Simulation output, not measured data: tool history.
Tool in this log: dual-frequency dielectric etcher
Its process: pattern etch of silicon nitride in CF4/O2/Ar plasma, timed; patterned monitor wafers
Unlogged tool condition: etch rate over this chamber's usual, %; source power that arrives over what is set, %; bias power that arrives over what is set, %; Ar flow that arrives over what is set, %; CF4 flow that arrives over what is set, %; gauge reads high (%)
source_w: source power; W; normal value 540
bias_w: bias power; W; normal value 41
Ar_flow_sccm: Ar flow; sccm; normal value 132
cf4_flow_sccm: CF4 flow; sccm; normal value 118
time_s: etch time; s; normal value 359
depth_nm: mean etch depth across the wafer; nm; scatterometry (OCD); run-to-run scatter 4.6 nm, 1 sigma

| run | hour | source_w | bias_w | Ar_flow_sccm | cf4_flow_sccm | time_s | wafers since the last listed run | hours since the last wet clean | hours since the last source power generator calibration | hours since the last bias power generator calibration | hours since the last Ar flow controller change | hours since the last CF4 flow controller change | hours since the last upper electrode change | hours since the gauge calibration | read-back reference wafer on the same gauge, depth_nm | depth_nm |
|---|---|---|---|---|---|---|---|---|---|---|---|---|---|---|---|---|
| 1 | 0 | 540 | 43 | 132 | 118 | 359 | 0 | 388.4 | 679.2 | 4171.1 | 2856.5 | 1897.2 | 4446.5 | 1686.9 | 592.5 | 683.8 |
| 2 | 41.2 | 540 | 41 | 132 | 112 | 445 | 192 | 429.6 | 720.4 | 4212.3 | 2897.7 | 1938.4 | 4487.7 | 1728.1 | 592.1 | 828.1 |
| 3 | 90.4 | 540 | 41 | 132 | 112 | 445 | 229 | 478.8 | 769.6 | 4261.5 | 2946.9 | 1987.6 | 4536.9 | 1777.3 | 591.7 | 827.8 |
|  | 213.3 | wet clean of the chamber |
| 4 | 270.8 | 540 | 41 | 132 | 118 | 359 | 729 | 57.5 | 950 | 4441.9 | 3127.3 | 2168 | 4717.3 | 1957.7 | 592.1 | 666.4 |
| 5 | 337.6 | 540 | 41 | 132 | 118 | 359 | 311 | 124.3 | 1016.8 | 4508.7 | 3194.1 | 2234.8 | 4784.1 | 2024.5 | 591.4 | 666.2 |
| 6 | 386.1 | 540 | 41 | 132 | 118 | 359 | 226 | 172.8 | 1065.3 | 4557.2 | 3242.6 | 2283.3 | 4832.6 | 2073 | 593.4 | 658.1 |
|  | 424.5 | gauge calibrated |
|  | 547.1 | bias power generator calibrated |
| 7 | 657.6 | 540 | 41 | 132 | 118 | 359 | 1247 | 444.3 | 1336.8 | 110.5 | 3514.1 | 2554.8 | 5104.1 | 233.1 | 591.6 | 663.3 |
|  | 702.8 | wet clean of the chamber |
|  | 725.9 | CF4 flow controller replaced |
| 8 | 741.7 | 540 | 41 | 132 | 103 | 359 | 252 | 38.9 | 1420.9 | 194.6 | 3598.2 | 15.8 | 5188.2 | 317.2 | 592.1 | 658.7 |
| 9 | 1038.2 | 540 | 34 | 101 | 133 | 359 | 1382 | 335.4 | 1717.4 | 491.1 | 3894.7 | 312.3 | 5484.7 | 613.7 | 591.8 | 648.7 |
|  | 1067.4 | Ar flow controller replaced |
|  | 1097.4 | upper electrode replaced |
| 10 | 1109 | 540 | 41 | 132 | 118 | 313.5 | 190 | 406.2 | 1788.2 | 561.9 | 41.6 | 383.1 | 11.6 | 684.5 | 591.9 | 585.4 |
| 11 | 1160 | 540 | 43 | 132 | 118 | 359 | 237 | 457.2 | 1839.2 | 612.9 | 92.6 | 434.1 | 62.6 | 735.5 | 592.4 | 676 |
|  | 1178.4 | source power generator calibrated |
| 12 | 1230.2 | 540 | 41 | 132 | 118 | 359 | 308 | 527.4 | 51.8 | 683.1 | 162.8 | 504.3 | 132.8 | 805.7 | 591.2 | 701.1 |
|  | 1294.8 | wet clean of the chamber |
| 13 | 1295.3 | 460 | 45 | 132 | 118 | 304 | 191 | 0.5 | 116.9 | 748.2 | 227.9 | 569.4 | 197.9 | 870.8 | 592.1 | 529.8 |
| 14 | 1318.3 | 540 | 41 | 132 | 118 | 269 | 107 | 23.5 | 139.9 | 771.2 | 250.9 | 592.4 | 220.9 | 893.8 | 591.7 | 515.5 |
| 15 | 1414.8 | 540 | 41 | 132 | 118 | 359 | 450 | 120 | 236.4 | 867.7 | 347.4 | 688.9 | 317.4 | 990.3 | 591 | 686.1 |
| 16 | 1514.7 | 670 | 47 | 132 | 109 | 359 | 465 | 219.9 | 336.3 | 967.6 | 447.3 | 788.8 | 417.3 | 1090.2 | 591.5 | 881.7 |
| 17 | 1564.3 | 540 | 41 | 148 | 118 | 324.5 | 231 | 269.5 | 385.9 | 1017.2 | 496.9 | 838.4 | 466.9 | 1139.8 | 591.8 | 604.1 |
| 18 | 1670.3 | 540 | 37 | 132 | 118 | 359 | 494 | 375.5 | 491.9 | 1123.2 | 602.9 | 944.4 | 572.9 | 1245.8 | 591.3 | 651.7 |
| 19 | 1709.9 | 500 | 41 | 132 | 118 | 359 | 184 | 415.1 | 531.5 | 1162.8 | 642.5 | 984 | 612.5 | 1285.4 | 591.8 | 632.2 |
|  | 1780.1 | wet clean of the chamber |
| 20 | 1952.1 | 490 | 46 | 105 | 132 | 359 | 1017 | 172 | 773.7 | 1405 | 884.7 | 1226.2 | 854.7 | 1527.6 | 591.7 | 681 |

Some steps in depth_nm between neighbouring runs. How much of each would the tool show without its hidden state too (settings, what came in, random variation), and how much is left for the hidden state, with any gauge scatter that isn't in both results?
Run 11 -> 12: bias_w 43 -> 41, source power generator calibrated. depth_nm +25.1 nm: hidden state +31.4, all else -6.3.
Run 15 -> 16: source_w 540 -> 670, bias_w 41 -> 47, cf4_flow_sccm 118 -> 109. depth_nm +195.6 nm: hidden state -8, all else +203.6.
Run 16 -> 17: source_w 670 -> 540, bias_w 47 -> 41, Ar_flow_sccm 132 -> 148, cf4_flow_sccm 109 -> 118, time_s 359 -> 324.5. depth_nm -277.6 nm: hidden state +4.8, all else -282.4.
